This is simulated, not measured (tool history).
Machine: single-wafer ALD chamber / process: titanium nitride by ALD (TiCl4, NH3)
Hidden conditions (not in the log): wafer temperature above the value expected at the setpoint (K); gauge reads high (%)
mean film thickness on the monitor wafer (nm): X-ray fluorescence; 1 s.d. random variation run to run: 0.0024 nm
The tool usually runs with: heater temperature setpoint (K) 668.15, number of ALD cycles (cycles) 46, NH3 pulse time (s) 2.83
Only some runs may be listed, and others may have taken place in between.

run    hour  heater temperature setpoint (K)  number of ALD cycles (cycles)  NH3 pulse time (s)  wafers since the last listed run  hours since the last thermocouple change  hours since the showerhead was replaced  hours since the gauge calibration  read-back reference wafer on the same gauge, thickness_nm  mean film thickness on the monitor wafer (nm)
  1     0.0                           676.15                             46                2.03                                 0                                     421.0                                   2740.4                              131.9                                                      0.998                                          0.971
  2    33.5                           676.15                             46                2.03                               204                                     454.5                                   2773.9                              165.4                                                      0.999                                          0.973
  3    53.4                           668.15                             44                1.98                               121                                     474.4                                   2793.8                              185.3                                                      0.997                                          0.922
  4    76.8                           668.15                             44                1.98                               143                                     497.8                                   2817.2                              208.7                                                      0.996                                          0.922
  5    94.0                           668.15                             46                2.83                               105                                     515.0                                   2834.4                              225.9                                                      0.997                                          0.979
  6   112.1                           668.15                             46                2.83                               110                                     533.1                                   2852.5                              244.0                                                      0.996                                          0.976
  7   142.6                           678.15                             50                2.83                               186                                     563.6                                   2883.0                              274.5                                                      0.994                                          1.066
  8   167.9                           678.15                             50                2.83                               154                                     588.9                                   2908.3                              299.8                                                      0.995                                          1.063
  9   192.8                           678.15                             50                2.83                               152                                     613.8                                   2933.2                              324.7                                                      0.994                                          1.060
 10   214.3                           668.15                             46                2.83                               131                                     635.3                                   2954.7                              346.2                                                      0.993                                          0.973
 11   247.5                           668.15                             46                2.83                               202                                     668.5                                   2987.9                              379.4                                                      0.990                                          0.969
 12   267.2                           668.15                             46                3.66                               120                                     688.2                                   3007.6                              399.1                                                      0.988                                          0.976
 13   300.1                           668.15                             46                3.66                               201                                     721.1                                   3040.5                              432.0                                                      0.986                                          0.974
 14   334.9                           668.15                             46                3.66                               212                                     755.9                                   3075.3                              466.8                                                      0.986                                          0.978
 15   365.9                           668.15                             46                2.83                               189                                     786.9                                   3106.3                              497.8                                                      0.982                                          0.964
 16   387.8                           668.15                             46                2.83                               133                                     808.8                                   3128.2                              519.7                                                      0.981                                          0.963
 17   403.6                           668.15                             51                3.31                                96                                     824.6                                   3144.0                              535.5                                                      0.980                                          1.075
 18   435.6                           668.15                             46                2.83                               195                                     856.6                                   3176.0                              567.5                                                      0.977                                          0.958
 19   457.1                           668.15                             51                2.83                               131                                     878.1                                   3197.5                              589.0                                                      0.976                                          1.062
      476.0  -- gauge calibrated
 20   491.7                           668.15                             46                1.90                               211                                     912.7                                   3232.1                               15.7                                                      0.999                                          0.968
      500.3  -- showerhead replaced
 21   512.9                           659.15                             40                1.88                                80                                     933.9                                     12.6                               36.9                                                      1.001                                          0.830
 22   534.6                           679.15                             46                2.83                               132                                     955.6                                     34.3                               58.6                                                      0.999                                          0.986
 23   569.3                           660.15                             54                3.93                               212                                     990.3                                     69.0                               93.3                                                      0.999                                          1.154
      582.6  -- thermocouple changed; heater temperature recalibrated
 24   590.3                           668.15                             41                3.39                                79                                       7.7                                     90.0                              114.3                                                      0.999                                          0.875
 25   609.2                           663.15                             54                3.45                               115                                      26.6                                    108.9                              133.2                                                      0.999                                          1.150
 26   695.3                           657.15                             43                2.83                               526                                     112.7                                    195.0                              219.3                                                      0.996                                          0.903
 27   729.4                           668.15                             40                1.89                               208                                     146.8                                    229.1                              253.4                                                      0.996                                          0.833
 28   742.3                           668.15                             46                2.83                                78                                     159.7                                    242.0                              266.3                                                      0.994                                          0.978
 29   760.7                           682.15                             50                3.71                               112                                     178.1                                    260.4                              284.7                                                      0.994                                          1.066
 30   847.2                           668.15                             46                2.83                               528                                     264.6                                    346.9                              371.2                                                      0.990                                          0.968
 31   863.5                           668.15                             46                2.83                                99                                     280.9                                    363.2                              387.5                                                      0.989                                          0.965
 32   890.3                           668.15                             46                2.83                               163                                     307.7                                    390.0                              414.3                                                      0.988                                          0.968
 33   905.3                           654.15                             38                2.19                                91                                     322.7                                    405.0                              429.3                                                      0.986                                          0.780
 34   933.7                           660.15                             46                2.83                               173                                     351.1                                    433.4                              457.7                                                      0.985                                          0.960
 35   965.6                           682.15                             49                2.83                               194                                     383.0                                    465.3                              489.6                                                      0.983                                          1.033
 36   994.0                           668.15                             46                2.83                               173                                     411.4                                    493.7                              518.0                                                      0.981                                          0.959
 37  1024.5                           668.15                             46                3.55                               186                                     441.9                                    524.2                              548.5                                                      0.979                                          0.966
 38  1050.9                           668.15                             46                2.83                               161                                     468.3                                    550.6                              574.9                                                      0.977                                          0.956

Measured minus without-hidden-state, run by run (identical run-to-run variation in each term; gauge scatter may differ):
run  mean film thickness on the monitor wafer (nm)
  1                                         -0.001
  2                                         -0.001
  3                                         -0.002
  4                                         -0.003
  5                                         -0.003
  6                                         -0.004
  7                                         -0.005
  8                                         -0.006
  9                                         -0.007
 10                                         -0.007
 11                                         -0.010
 12                                         -0.011
 13                                         -0.013
 14                                         -0.015
 15                                         -0.017
 16                                         -0.018
 17                                         -0.021
 18                                         -0.021
 19                                         -0.025
 20                                         -0.001
 21                                         +0.000
 22                                         +0.000
 23                                         -0.001
 24                                         -0.001
 25                                         -0.001
 26                                         -0.003
 27                                         -0.004
 28                                         -0.005
 29                                         -0.007
 30                                         -0.009
 31                                         -0.010
 32                                         -0.012
 33                                         -0.010
 34                                         -0.014
 35                                         -0.018
 36                                         -0.018
 37                                         -0.021
 38                                         -0.023
